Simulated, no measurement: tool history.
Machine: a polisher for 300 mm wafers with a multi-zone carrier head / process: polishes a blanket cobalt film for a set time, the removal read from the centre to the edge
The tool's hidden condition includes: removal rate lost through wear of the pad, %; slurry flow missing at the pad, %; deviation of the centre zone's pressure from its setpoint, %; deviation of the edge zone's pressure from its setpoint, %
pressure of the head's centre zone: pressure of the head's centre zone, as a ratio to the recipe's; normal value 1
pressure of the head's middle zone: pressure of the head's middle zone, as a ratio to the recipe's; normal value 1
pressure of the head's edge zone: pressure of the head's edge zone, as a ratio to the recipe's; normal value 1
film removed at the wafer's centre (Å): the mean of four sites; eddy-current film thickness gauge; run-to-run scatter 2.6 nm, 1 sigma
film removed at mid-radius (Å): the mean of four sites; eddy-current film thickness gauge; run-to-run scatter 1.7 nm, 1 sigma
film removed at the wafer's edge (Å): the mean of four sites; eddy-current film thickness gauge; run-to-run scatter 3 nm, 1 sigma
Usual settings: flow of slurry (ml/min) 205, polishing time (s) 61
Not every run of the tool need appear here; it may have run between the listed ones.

run   hour  flow of slurry (ml/min)  pressure of the head's centre zone  pressure of the head's middle zone  pressure of the head's edge zone  polishing time (s)  wafers since the last listed run  wafers polished on this pad  hours since the slurry nozzle was cleaned  hours since the centre zone pressure was calibrated  hours since the edge zone pressure was calibrated  hours since the carrier head's membrane was replaced  incoming thickness of the incoming film, nm  film removed at the wafer's centre (Å)  film removed at mid-radius (Å)  film removed at the wafer's edge (Å)
  1      0                      165                                   1                                   1                                 1                  61                                 0                          633                                       23.4                                                 79.3                                             1226.5                                                1305.4                                       1098.8                                    1974                            1934                                  1953
  2   19.6                      245                                   1                                   1                              0.91                  61                               288                          921                                         43                                                 98.9                                             1246.1                                                  1325                                       1107.5                                    2143                            2033                                  1901
      48.1  -- worn pad replaced by a new one
  3     53                      245                                   1                                   1                              0.91                  61                               432                           71                                       76.4                                                132.3                                             1279.5                                                1358.4                                         1102                                    2152                            2052                                  2000
  4   69.8                      205                                   1                                   1                                 1                  55                               246                          318                                       93.2                                                149.1                                             1296.3                                                1375.2                                       1090.5                                    1875                            1794                                  1797
  5   92.5                      205                                   1                                   1                                 1                  55                               333                          651                                      115.9                                                171.8                                               1319                                                1397.9                                       1100.6                                    1847                            1787                                  1807
  6  110.7                      205                                   1                                   1                                 1                  55                               267                          919                                      134.1                                                  190                                             1337.2                                                1416.1                                       1094.2                                    1852                            1797                                  1773
  7  125.8                      205                                   1                                   1                                 1                  61                               221                         1141                                      149.2                                                205.1                                             1352.3                                                1431.2                                       1098.2                                    2104                            1978                                  1931
     151.8  -- worn pad replaced by a new one
  8  153.2                      245                                   1                                   1                                 1                  61                               343                           20                                      176.6                                                232.5                                             1379.7                                                1458.6                                       1103.7                                    2194                            2118                                  2048
     156.4  -- edge zone pressure recalibrated
  9  180.9                      205                                0.96                                   1                              1.03                  61                               377                          397                                      204.3                                                260.2                                               24.5                                                1486.3                                       1101.7                                    2094                            2002                                  1984
     194.3  -- carrier head's membrane replaced by a new one
 10  208.2                      205                                   1                                   1                                 1                  61                               327                          725                                      231.6                                                287.5                                               51.8                                                  13.9                                       1092.9                                    2153                            2016                                  1931
     218.9  -- centre zone pressure recalibrated
 11  227.3                      205                                   1                                   1                               1.1                  61                               251                          976                                      250.7                                                  8.4                                               70.9                                                    33                                       1090.3                                    1978                            1976                                  2052
     233.4  -- slurry nozzle cleaned
     248.7  -- worn pad replaced by a new one
 12  249.2                      205                                0.97                                   1                                 1                  55                               248                            7                                       15.8                                                 30.3                                               92.8                                                  54.9                                         1078                                    1832                            1829                                  1838
 13  280.9                      205                                1.03                                0.97                                 1                  67                               465                          472                                       47.5                                                   62                                              124.5                                                  86.6                                       1077.8                                    2296                            2142                                  2155
 14  296.4                      150                                   1                                0.94                              0.96                  61                               227                          700                                         63                                                 77.5                                                140                                                 102.1                                       1104.2                                    1936                            1783                                  1859
 15    314                      205                                1.04                                   1                                 1                  75                               258                          959                                       80.6                                                 95.1                                              157.6                                                 119.7                                       1095.1                                    2619                            2436                                  2459
 16  328.1                      205                                   1                                   1                                 1                  61                               207                         1166                                       94.7                                                109.2                                              171.7                                                 133.8                                         1083                                    2002                            1989                                  1945
       345  -- worn pad replaced by a new one
 17  347.2                      255                                   1                                   1                                 1                  71                               221                           32                                      113.8                                                128.3                                              190.8                                                 152.9                                       1065.9                                    2617                            2494                                  2445
 18    371                      205                                   1                                   1                              0.88                  46                               349                          381                                      137.6                                                152.1                                              214.6                                                 176.7                                         1088                                    1617                            1526                                  1417
 19  385.4                      205                                 1.1                                1.05                                 1                  61                               211                          593                                        152                                                166.5                                                229                                                 191.1                                       1086.4                                    2341                            2068                                  1983
 20  412.1                      205                                   1                                   1                                 1                  61                               392                          985                                      178.7                                                193.2                                              255.7                                                 217.8                                       1104.6                                    2124                            1981                                  1964
 21  438.2                      205                                   1                                   1                                 1                  61                               383                         1369                                      204.8                                                219.3                                              281.8                                                 243.9                                       1078.6                                    2138                            1971                                  1950
     457.8  -- worn pad replaced by a new one
 22  465.1                      205                                   1                                   1                                 1                  52                               336                          106                                      231.7                                                246.2                                              308.7                                                 270.8                                       1071.7                                    1914                            1693                                  1704

Alternative continuations, all from the tool just after run 22; predict every row:
  A  465.5                      205                                   1                                   1                                 1                  61                                 5                          112                                      232.1                                                246.6                                              309.1                                                 271.2                                       1092.9                                       ?                               ?                                     ?
  B  465.5                      205                                   1                                0.95                                 1                  61                                 5                          112                                      232.1                                                246.6                                              309.1                                                 271.2                                       1092.9                                       ?                               ?                                     ?
  C  465.5                      255                                0.96                                   1                                 1                  61                                 5                          112                                      232.1                                                246.6                                              309.1                                                 271.2                                       1092.9                                       ?                               ?                                     ?
  D  465.5                      205                                 1.1                                   1                              0.93                  61                                 5                          112                                      232.1                                                246.6                                              309.1                                                 271.2                                       1092.9                                       ?                               ?                                     ?

run  film removed at the wafer's centre (Å)  film removed at mid-radius (Å)  film removed at the wafer's edge (Å)
  A                                    2194                            2016                                  2017
  B                                    2193                            1941                                  2018
  C                                    2190                            2078                                  2063
  D                                    2384                            2015                                  1949
Had the tool no hidden state, the same runs would have come out as:
run  film removed at the wafer's centre (Å)  film removed at mid-radius (Å)  film removed at the wafer's edge (Å)
  A                                    2035                            2047                                  2048
  B                                    2035                            1971                                  2049
  C                                    2031                            2110                                  2094
  D                                    2213                            2046                                  1978
